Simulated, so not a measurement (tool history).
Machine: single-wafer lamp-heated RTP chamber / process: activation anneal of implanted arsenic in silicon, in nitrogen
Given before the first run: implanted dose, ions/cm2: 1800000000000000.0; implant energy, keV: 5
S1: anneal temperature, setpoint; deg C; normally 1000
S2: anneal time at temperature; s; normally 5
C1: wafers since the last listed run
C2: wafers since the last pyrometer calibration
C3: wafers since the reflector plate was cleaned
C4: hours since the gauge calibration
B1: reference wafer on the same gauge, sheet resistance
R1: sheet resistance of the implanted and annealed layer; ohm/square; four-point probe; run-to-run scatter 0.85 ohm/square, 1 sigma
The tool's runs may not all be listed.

{"run": 1, "hour": 0.0, "S1": 1000, "S2": 4, "C1": 0, "C2": 2585, "C3": 1384, "C4": 184.8, "B1": 227.02, "R1": 215.57}
{"hour": 8.7, "done": "pyrometer window cleaned and pyrometer calibrated"}
{"run": 2, "hour": 41.6, "S1": 1000, "S2": 4, "C1": 593, "C2": 581, "C3": 1978, "C4": 226.4, "B1": 227.43, "R1": 215.74}
{"run": 3, "hour": 72.9, "S1": 1000, "S2": 4, "C1": 553, "C2": 1134, "C3": 2531, "C4": 257.7, "B1": 227.7, "R1": 217.49}
{"run": 4, "hour": 130.2, "S1": 1000, "S2": 5, "C1": 1012, "C2": 2147, "C3": 3543, "C4": 315, "B1": 228.07, "R1": 209.05}
{"hour": 153.1, "done": "pyrometer window cleaned and pyrometer calibrated"}
{"run": 5, "hour": 156.1, "S1": 1000, "S2": 5, "C1": 316, "C2": 52, "C3": 3860, "C4": 340.9, "B1": 228.18, "R1": 209.73}
{"run": 6, "hour": 224.8, "S1": 1000, "S2": 5, "C1": 1214, "C2": 1267, "C3": 5074, "C4": 409.6, "B1": 229.3, "R1": 209.58}
{"hour": 255.3, "done": "reflector plate cleaned"}
{"hour": 298.1, "done": "pyrometer window cleaned and pyrometer calibrated"}
{"run": 7, "hour": 298.6, "S1": 1000, "S2": 5, "C1": 1021, "C2": 8, "C3": 624, "C4": 483.4, "B1": 229.61, "R1": 209.96}
{"run": 8, "hour": 350.4, "S1": 1016, "S2": 3, "C1": 915, "C2": 924, "C3": 1539, "C4": 535.2, "B1": 230.52, "R1": 209.93}
{"run": 9, "hour": 391.6, "S1": 1016, "S2": 3, "C1": 728, "C2": 1652, "C3": 2267, "C4": 576.4, "B1": 230.56, "R1": 210.66}
{"hour": 444.2, "done": "pyrometer window cleaned and pyrometer calibrated"}
{"run": 10, "hour": 456.8, "S1": 991, "S2": 6, "C1": 1010, "C2": 222, "C3": 3278, "C4": 641.6, "B1": 231.34, "R1": 214.79}
{"run": 11, "hour": 500.9, "S1": 972, "S2": 6, "C1": 779, "C2": 1001, "C3": 4058, "C4": 685.7, "B1": 231.54, "R1": 240}
{"run": 12, "hour": 532.4, "S1": 992, "S2": 8, "C1": 556, "C2": 1558, "C3": 4614, "C4": 717.2, "B1": 231.75, "R1": 203.07}
{"run": 13, "hour": 556.7, "S1": 983, "S2": 4, "C1": 429, "C2": 1988, "C3": 5044, "C4": 741.5, "B1": 231.84, "R1": 241.12}
{"hour": 601.3, "done": "pyrometer window cleaned and pyrometer calibrated"}
{"hour": 601.9, "done": "gauge calibrated"}
{"hour": 612.8, "done": "reflector plate cleaned"}
{"run": 14, "hour": 622.2, "S1": 1000, "S2": 5, "C1": 874, "C2": 228, "C3": 166, "C4": 20.3, "B1": 225.76, "R1": 205.7}
{"run": 15, "hour": 665.0, "S1": 974, "S2": 7, "C1": 756, "C2": 984, "C3": 922, "C4": 63.1, "B1": 226.65, "R1": 225.3}
{"run": 16, "hour": 702.2, "S1": 1000, "S2": 8, "C1": 657, "C2": 1641, "C3": 1580, "C4": 100.3, "B1": 227.28, "R1": 187.09}
{"run": 17, "hour": 734.3, "S1": 1000, "S2": 5, "C1": 567, "C2": 2209, "C3": 2147, "C4": 132.4, "B1": 226.71, "R1": 207.44}
{"hour": 765.7, "done": "pyrometer window cleaned and pyrometer calibrated"}
{"run": 18, "hour": 768.3, "S1": 1000, "S2": 5, "C1": 459, "C2": 45, "C3": 2607, "C4": 166.4, "B1": 227.36, "R1": 207.84}

Each row is a separate what-if for the run after 18, all from the same tool condition, not one after another. Results?
{"run": "A", "hour": 768.7, "S1": 1000, "S2": 5, "C1": 7, "C2": 52, "C3": 2614, "C4": 166.8, "B1": "?", "R1": "?"}
{"run": "B", "hour": 768.7, "S1": 1000, "S2": 3, "C1": 7, "C2": 52, "C3": 2614, "C4": 166.8, "B1": "?", "R1": "?"}
{"run": "C", "hour": 768.7, "S1": 978, "S2": 3, "C1": 7, "C2": 52, "C3": 2614, "C4": 166.8, "B1": "?", "R1": "?"}
{"run": "D", "hour": 768.7, "S1": 1000, "S2": 7, "C1": 7, "C2": 52, "C3": 2614, "C4": 166.8, "B1": "?", "R1": "?"}

run=A B1=227.48 R1=206.01
run=B B1=227.48 R1=225.32
run=C B1=227.48 R1=247.66
run=D B1=227.48 R1=192.03
Had the tool no hidden state, the same runs would have come out as:
run=A R1=204.8
run=B R1=224
run=C R1=246.21
run=D R1=190.9

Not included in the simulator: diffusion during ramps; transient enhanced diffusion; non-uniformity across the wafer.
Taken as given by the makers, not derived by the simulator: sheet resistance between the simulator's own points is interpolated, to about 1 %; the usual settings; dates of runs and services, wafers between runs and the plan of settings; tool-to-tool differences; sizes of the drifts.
